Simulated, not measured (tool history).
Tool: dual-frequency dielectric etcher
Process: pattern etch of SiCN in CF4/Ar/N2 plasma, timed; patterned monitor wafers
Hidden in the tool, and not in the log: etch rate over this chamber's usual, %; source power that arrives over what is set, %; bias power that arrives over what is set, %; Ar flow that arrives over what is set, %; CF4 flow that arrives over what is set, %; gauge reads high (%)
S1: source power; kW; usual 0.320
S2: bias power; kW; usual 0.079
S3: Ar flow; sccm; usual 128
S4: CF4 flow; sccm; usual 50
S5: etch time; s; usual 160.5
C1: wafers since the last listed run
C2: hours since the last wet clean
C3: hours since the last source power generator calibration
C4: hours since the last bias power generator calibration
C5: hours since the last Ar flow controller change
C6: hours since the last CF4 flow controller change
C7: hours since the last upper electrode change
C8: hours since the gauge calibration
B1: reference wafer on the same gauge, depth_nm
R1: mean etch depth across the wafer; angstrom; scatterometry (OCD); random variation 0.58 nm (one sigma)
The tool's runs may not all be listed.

{"run": 1, "hour": 0.0, "S1": 0.32, "S2": 0.079, "S3": 128, "S4": 50, "S5": 160.5, "C1": 0, "C2": 216.2, "C3": 353.7, "C4": 133.1, "C5": 3751.7, "C6": 32.8, "C7": 1710.9, "C8": 1153.2, "B1": 102.9, "R1": 964}
{"hour": 54.9, "done": "upper electrode replaced"}
{"run": 2, "hour": 61.6, "S1": 0.32, "S2": 0.079, "S3": 128, "S4": 50, "S5": 160.5, "C1": 331, "C2": 277.8, "C3": 415.3, "C4": 194.7, "C5": 3813.3, "C6": 94.4, "C7": 6.7, "C8": 1214.8, "B1": 102.9, "R1": 959}
{"run": 3, "hour": 126.1, "S1": 0.32, "S2": 0.072, "S3": 128, "S4": 50, "S5": 160.5, "C1": 567, "C2": 342.3, "C3": 479.8, "C4": 259.2, "C5": 3877.8, "C6": 158.9, "C7": 71.2, "C8": 1279.3, "B1": 102.7, "R1": 922}
{"hour": 164.4, "done": "gauge calibrated"}
{"run": 4, "hour": 190.2, "S1": 0.32, "S2": 0.079, "S3": 147, "S4": 50, "S5": 160.5, "C1": 564, "C2": 406.4, "C3": 543.9, "C4": 323.3, "C5": 3941.9, "C6": 223.0, "C7": 135.3, "C8": 25.8, "B1": 102.8, "R1": 942}
{"run": 5, "hour": 248.9, "S1": 0.32, "S2": 0.079, "S3": 128, "S4": 50, "S5": 160.5, "C1": 516, "C2": 465.1, "C3": 602.6, "C4": 382.0, "C5": 4000.6, "C6": 281.7, "C7": 194.0, "C8": 84.5, "B1": 103.1, "R1": 944}
{"run": 6, "hour": 276.2, "S1": 0.32, "S2": 0.079, "S3": 154, "S4": 50, "S5": 160.5, "C1": 240, "C2": 492.4, "C3": 629.9, "C4": 409.3, "C5": 4027.9, "C6": 309.0, "C7": 221.3, "C8": 111.8, "B1": 102.8, "R1": 923}
{"hour": 304.2, "done": "wet clean of the chamber"}
{"run": 7, "hour": 323.4, "S1": 0.26, "S2": 0.079, "S3": 117, "S4": 50, "S5": 160.5, "C1": 204, "C2": 19.2, "C3": 677.1, "C4": 456.5, "C5": 4075.1, "C6": 356.2, "C7": 268.5, "C8": 159.0, "B1": 102.9, "R1": 905}
{"run": 8, "hour": 392.4, "S1": 0.32, "S2": 0.079, "S3": 128, "S4": 50, "S5": 160.5, "C1": 607, "C2": 88.2, "C3": 746.1, "C4": 525.5, "C5": 4144.1, "C6": 425.2, "C7": 337.5, "C8": 228.0, "B1": 102.5, "R1": 986}
{"hour": 414.3, "done": "Ar flow controller replaced"}
{"run": 9, "hour": 447.8, "S1": 0.39, "S2": 0.085, "S3": 128, "S4": 50, "S5": 160.5, "C1": 434, "C2": 143.6, "C3": 801.5, "C4": 580.9, "C5": 33.5, "C6": 480.6, "C7": 392.9, "C8": 283.4, "B1": 102.8, "R1": 1093}
{"run": 10, "hour": 499.2, "S1": 0.28, "S2": 0.066, "S3": 128, "S4": 50, "S5": 143.5, "C1": 452, "C2": 195.0, "C3": 852.9, "C4": 632.3, "C5": 84.9, "C6": 532.0, "C7": 444.3, "C8": 334.8, "B1": 102.8, "R1": 770}
{"run": 11, "hour": 531.4, "S1": 0.32, "S2": 0.071, "S3": 157, "S4": 50, "S5": 129.0, "C1": 283, "C2": 227.2, "C3": 885.1, "C4": 664.5, "C5": 117.1, "C6": 564.2, "C7": 476.5, "C8": 367.0, "B1": 102.7, "R1": 722}
{"run": 12, "hour": 573.5, "S1": 0.37, "S2": 0.068, "S3": 128, "S4": 46, "S5": 160.5, "C1": 370, "C2": 269.3, "C3": 927.2, "C4": 706.6, "C5": 159.2, "C6": 606.3, "C7": 518.6, "C8": 409.1, "B1": 103.0, "R1": 967}
{"run": 13, "hour": 631.6, "S1": 0.32, "S2": 0.079, "S3": 105, "S4": 50, "S5": 183.0, "C1": 511, "C2": 327.4, "C3": 985.3, "C4": 764.7, "C5": 217.3, "C6": 664.4, "C7": 576.7, "C8": 467.2, "B1": 103.0, "R1": 1114}
{"run": 14, "hour": 698.8, "S1": 0.32, "S2": 0.06, "S3": 128, "S4": 60, "S5": 139.5, "C1": 591, "C2": 394.6, "C3": 1052.5, "C4": 831.9, "C5": 284.5, "C6": 731.6, "C7": 643.9, "C8": 534.4, "B1": 102.7, "R1": 769}
{"run": 15, "hour": 727.8, "S1": 0.4, "S2": 0.064, "S3": 145, "S4": 50, "S5": 145.5, "C1": 255, "C2": 423.6, "C3": 1081.5, "C4": 860.9, "C5": 313.5, "C6": 760.6, "C7": 672.9, "C8": 563.4, "B1": 102.7, "R1": 869}
{"run": 16, "hour": 763.2, "S1": 0.29, "S2": 0.095, "S3": 128, "S4": 50, "S5": 160.5, "C1": 311, "C2": 459.0, "C3": 1116.9, "C4": 896.3, "C5": 348.9, "C6": 796.0, "C7": 708.3, "C8": 598.8, "B1": 102.9, "R1": 973}
{"run": 17, "hour": 811.0, "S1": 0.32, "S2": 0.079, "S3": 154, "S4": 50, "S5": 160.5, "C1": 420, "C2": 506.8, "C3": 1164.7, "C4": 944.1, "C5": 396.7, "C6": 843.8, "C7": 756.1, "C8": 646.6, "B1": 102.7, "R1": 917}
{"hour": 838.8, "done": "wet clean of the chamber"}
{"run": 18, "hour": 873.2, "S1": 0.32, "S2": 0.074, "S3": 128, "S4": 50, "S5": 160.5, "C1": 336, "C2": 34.4, "C3": 1226.9, "C4": 1006.3, "C5": 458.9, "C6": 906.0, "C7": 818.3, "C8": 708.8, "B1": 102.8, "R1": 951}
{"run": 19, "hour": 930.0, "S1": 0.32, "S2": 0.079, "S3": 128, "S4": 50, "S5": 193.5, "C1": 500, "C2": 91.2, "C3": 1283.7, "C4": 1063.1, "C5": 515.7, "C6": 962.8, "C7": 875.1, "C8": 765.6, "B1": 102.9, "R1": 1174}
{"run": 20, "hour": 963.3, "S1": 0.32, "S2": 0.079, "S3": 128, "S4": 50, "S5": 160.5, "C1": 293, "C2": 124.5, "C3": 1317.0, "C4": 1096.4, "C5": 549.0, "C6": 996.1, "C7": 908.4, "C8": 798.9, "B1": 102.7, "R1": 968}

5 ways to go on from here, each from the tool as it stands after run 20. What would each give?
{"run": "A", "hour": 963.8, "S1": 0.32, "S2": 0.079, "S3": 128, "S4": 50, "S5": 160.5, "C1": 4, "C2": 125.0, "C3": 1317.5, "C4": 1096.9, "C5": 549.5, "C6": 996.6, "C7": 908.9, "C8": 799.4, "B1": "?", "R1": "?"}
{"run": "B", "hour": 963.8, "S1": 0.32, "S2": 0.079, "S3": 114, "S4": 50, "S5": 160.5, "C1": 4, "C2": 125.0, "C3": 1317.5, "C4": 1096.9, "C5": 549.5, "C6": 996.6, "C7": 908.9, "C8": 799.4, "B1": "?", "R1": "?"}
{"run": "C", "hour": 963.8, "S1": 0.32, "S2": 0.072, "S3": 128, "S4": 59, "S5": 160.5, "C1": 4, "C2": 125.0, "C3": 1317.5, "C4": 1096.9, "C5": 549.5, "C6": 996.6, "C7": 908.9, "C8": 799.4, "B1": "?", "R1": "?"}
{"run": "D", "hour": 963.8, "S1": 0.25, "S2": 0.079, "S3": 128, "S4": 50, "S5": 160.5, "C1": 4, "C2": 125.0, "C3": 1317.5, "C4": 1096.9, "C5": 549.5, "C6": 996.6, "C7": 908.9, "C8": 799.4, "B1": "?", "R1": "?"}
{"run": "E", "hour": 963.8, "S1": 0.27, "S2": 0.079, "S3": 149, "S4": 50, "S5": 160.5, "C1": 4, "C2": 125.0, "C3": 1317.5, "C4": 1096.9, "C5": 549.5, "C6": 996.6, "C7": 908.9, "C8": 799.4, "B1": "?", "R1": "?"}

run=A B1=102.7 R1=965
run=B B1=102.7 R1=977
run=C B1=102.7 R1=955
run=D B1=102.7 R1=873
run=E B1=102.7 R1=883
Without the tool's hidden state the same runs would have given:
run=A R1=973
run=B R1=986
run=C R1=964
run=D R1=881
run=E R1=891
